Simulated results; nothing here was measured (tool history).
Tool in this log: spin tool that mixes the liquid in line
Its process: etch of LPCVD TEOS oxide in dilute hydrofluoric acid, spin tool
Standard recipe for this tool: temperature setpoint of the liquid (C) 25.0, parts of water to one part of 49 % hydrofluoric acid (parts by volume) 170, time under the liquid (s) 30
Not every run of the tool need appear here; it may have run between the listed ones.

run	hour	temperature setpoint of the liquid (C)	parts of water to one part of 49 % hydrofluoric acid (parts by volume)	time under the liquid (s)	read-back film thickness of the LPCVD TEOS oxide reference wafer, read on the same gauge (nm)	thickness taken off the LPCVD TEOS oxide on a monitor wafer (nm)
1	0.0	23.5	170	30	99.99	9.40
2	38.3	23.5	170	30	100.02	9.41
3	90.2	25.0	170	30	100.00	10.08
4	149.7	25.0	170	30	99.99	10.06
5	211.6	25.0	170	30	99.99	10.00
6	315.2	25.0	235	30	99.97	6.81
7	374.9	25.0	235	30	100.00	6.79
8	460.6	25.0	235	30	100.01	6.83
# hour 474.5: gauge calibrated
9	505.3	25.0	170	30	99.99	10.12
# hour 553.8: thermometer replaced
10	612.9	25.0	210	30	100.01	7.84

For run 11, what comes out?
11	708.4	25.0	235	30	?	?

{"run 11": {"read-back film thickness of the LPCVD TEOS oxide reference wafer, read on the same gauge (nm)": 100.0, "thickness taken off the LPCVD TEOS oxide on a monitor wafer (nm)": 6.88}}
With no hidden state in the tool, this same run would have given thickness taken off the LPCVD TEOS oxide on a monitor wafer (nm) 6.60.

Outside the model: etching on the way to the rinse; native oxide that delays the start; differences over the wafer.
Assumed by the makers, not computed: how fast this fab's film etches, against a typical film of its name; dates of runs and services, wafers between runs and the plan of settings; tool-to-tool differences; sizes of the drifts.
